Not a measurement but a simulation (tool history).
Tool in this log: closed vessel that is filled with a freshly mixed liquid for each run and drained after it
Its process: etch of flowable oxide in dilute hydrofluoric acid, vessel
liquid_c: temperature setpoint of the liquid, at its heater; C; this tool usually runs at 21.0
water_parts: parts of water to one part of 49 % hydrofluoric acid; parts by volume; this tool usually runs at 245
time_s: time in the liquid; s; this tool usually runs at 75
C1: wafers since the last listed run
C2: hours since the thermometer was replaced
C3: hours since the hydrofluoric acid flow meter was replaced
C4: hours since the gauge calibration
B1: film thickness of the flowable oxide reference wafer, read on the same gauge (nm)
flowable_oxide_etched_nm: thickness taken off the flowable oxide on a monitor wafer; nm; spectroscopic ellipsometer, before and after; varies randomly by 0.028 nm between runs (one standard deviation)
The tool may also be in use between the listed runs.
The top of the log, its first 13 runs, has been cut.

{"run": 14, "day": 44.617, "liquid_c": 25.5, "water_parts": 245, "time_s": 40, "C1": 3810, "C2": 595.7, "C3": 743.7, "C4": 885.1, "B1": 59.99, "flowable_oxide_etched_nm": 4.24}
{"run": 15, "day": 47.254, "liquid_c": 21.0, "water_parts": 245, "time_s": 75, "C1": 6090, "C2": 659.0, "C3": 807.0, "C4": 948.4, "B1": 59.97, "flowable_oxide_etched_nm": 6.74}
{"run": 16, "day": 51.588, "liquid_c": 21.0, "water_parts": 245, "time_s": 60, "C1": 10006, "C2": 763.0, "C3": 911.0, "C4": 1052.4, "B1": 59.99, "flowable_oxide_etched_nm": 5.44}
{"run": 17, "day": 54.408, "liquid_c": 22.5, "water_parts": 150, "time_s": 115, "C1": 6513, "C2": 830.7, "C3": 978.7, "C4": 1120.1, "B1": 60.0, "flowable_oxide_etched_nm": 19.95}
{"day": 56.621, "done": "hydrofluoric acid flow meter replaced"}
{"run": 18, "day": 57.512, "liquid_c": 24.5, "water_parts": 135, "time_s": 50, "C1": 7071, "C2": 905.2, "C3": 21.4, "C4": 1194.6, "B1": 59.98, "flowable_oxide_etched_nm": 9.91}
{"run": 19, "day": 59.829, "liquid_c": 21.0, "water_parts": 245, "time_s": 110, "C1": 5349, "C2": 960.8, "C3": 77.0, "C4": 1250.2, "B1": 60.03, "flowable_oxide_etched_nm": 9.43}
{"run": 20, "day": 62.854, "liquid_c": 21.0, "water_parts": 245, "time_s": 75, "C1": 6985, "C2": 1033.4, "C3": 149.6, "C4": 1322.8, "B1": 60.01, "flowable_oxide_etched_nm": 6.44}
{"day": 65.221, "done": "thermometer replaced"}
{"run": 21, "day": 65.242, "liquid_c": 21.0, "water_parts": 245, "time_s": 75, "C1": 5416, "C2": 0.5, "C3": 206.9, "C4": 1380.1, "B1": 60.0, "flowable_oxide_etched_nm": 6.45}
{"run": 22, "day": 68.142, "liquid_c": 23.5, "water_parts": 315, "time_s": 35, "C1": 6696, "C2": 70.1, "C3": 276.5, "C4": 1449.7, "B1": 60.04, "flowable_oxide_etched_nm": 2.43}
{"run": 23, "day": 70.804, "liquid_c": 23.0, "water_parts": 325, "time_s": 60, "C1": 6147, "C2": 134.0, "C3": 340.4, "C4": 1513.6, "B1": 60.02, "flowable_oxide_etched_nm": 3.93}
{"run": 24, "day": 73.838, "liquid_c": 18.0, "water_parts": 165, "time_s": 105, "C1": 7004, "C2": 206.8, "C3": 413.2, "C4": 1586.4, "B1": 60.01, "flowable_oxide_etched_nm": 13.04}
{"run": 25, "day": 78.05, "liquid_c": 24.0, "water_parts": 245, "time_s": 105, "C1": 9727, "C2": 307.9, "C3": 514.3, "C4": 1687.5, "B1": 59.98, "flowable_oxide_etched_nm": 10.29}
{"run": 26, "day": 85.142, "liquid_c": 21.0, "water_parts": 340, "time_s": 110, "C1": 16375, "C2": 478.1, "C3": 684.5, "C4": 1857.7, "B1": 59.99, "flowable_oxide_etched_nm": 6.45}
{"run": 27, "day": 89.342, "liquid_c": 21.0, "water_parts": 245, "time_s": 75, "C1": 9698, "C2": 578.9, "C3": 785.3, "C4": 1958.5, "B1": 60.03, "flowable_oxide_etched_nm": 6.72}
{"run": 28, "day": 91.012, "liquid_c": 21.0, "water_parts": 245, "time_s": 100, "C1": 3858, "C2": 619.0, "C3": 825.4, "C4": 1998.6, "B1": 60.0, "flowable_oxide_etched_nm": 8.95}
{"run": 29, "day": 94.642, "liquid_c": 22.5, "water_parts": 355, "time_s": 60, "C1": 8380, "C2": 706.1, "C3": 912.5, "C4": 2085.7, "B1": 59.98, "flowable_oxide_etched_nm": 3.56}
{"day": 98.296, "done": "hydrofluoric acid flow meter replaced"}
{"run": 30, "day": 100.425, "liquid_c": 21.0, "water_parts": 245, "time_s": 75, "C1": 13258, "C2": 844.9, "C3": 51.1, "C4": 2224.5, "B1": 60.02, "flowable_oxide_etched_nm": 6.48}
{"day": 100.538, "done": "thermometer replaced"}
{"run": 31, "day": 102.154, "liquid_c": 21.0, "water_parts": 245, "time_s": 55, "C1": 3896, "C2": 38.8, "C3": 92.6, "C4": 2266.0, "B1": 60.01, "flowable_oxide_etched_nm": 4.77}
{"run": 32, "day": 105.733, "liquid_c": 22.5, "water_parts": 245, "time_s": 100, "C1": 8264, "C2": 124.7, "C3": 178.5, "C4": 2351.9, "B1": 59.99, "flowable_oxide_etched_nm": 9.07}

Forecast each of these 5 alternatives for the next run:
{"run": "A", "day": 105.762, "liquid_c": 21.0, "water_parts": 295, "time_s": 75, "C1": 67, "C2": 125.4, "C3": 179.2, "C4": 2352.6, "B1": "?", "flowable_oxide_etched_nm": "?"}
{"run": "B", "day": 105.762, "liquid_c": 21.0, "water_parts": 310, "time_s": 50, "C1": 67, "C2": 125.4, "C3": 179.2, "C4": 2352.6, "B1": "?", "flowable_oxide_etched_nm": "?"}
{"run": "C", "day": 105.762, "liquid_c": 25.5, "water_parts": 180, "time_s": 115, "C1": 67, "C2": 125.4, "C3": 179.2, "C4": 2352.6, "B1": "?", "flowable_oxide_etched_nm": "?"}
{"run": "D", "day": 105.762, "liquid_c": 19.5, "water_parts": 245, "time_s": 75, "C1": 67, "C2": 125.4, "C3": 179.2, "C4": 2352.6, "B1": "?", "flowable_oxide_etched_nm": "?"}
{"run": "E", "day": 105.762, "liquid_c": 21.0, "water_parts": 170, "time_s": 75, "C1": 67, "C2": 125.4, "C3": 179.2, "C4": 2352.6, "B1": "?", "flowable_oxide_etched_nm": "?"}

run=A B1=59.97 flowable_oxide_etched_nm=5.12
run=B B1=59.97 flowable_oxide_etched_nm=3.21
run=C B1=59.97 flowable_oxide_etched_nm=17.04
run=D B1=59.97 flowable_oxide_etched_nm=6.11
run=E B1=59.97 flowable_oxide_etched_nm=10.03
Take away the tool's hidden state, keep each run's random variation, and the runs would have read:
run=A flowable_oxide_etched_nm=5.04
run=B flowable_oxide_etched_nm=3.15
run=C flowable_oxide_etched_nm=16.78
run=D flowable_oxide_etched_nm=6.01
run=E flowable_oxide_etched_nm=9.88
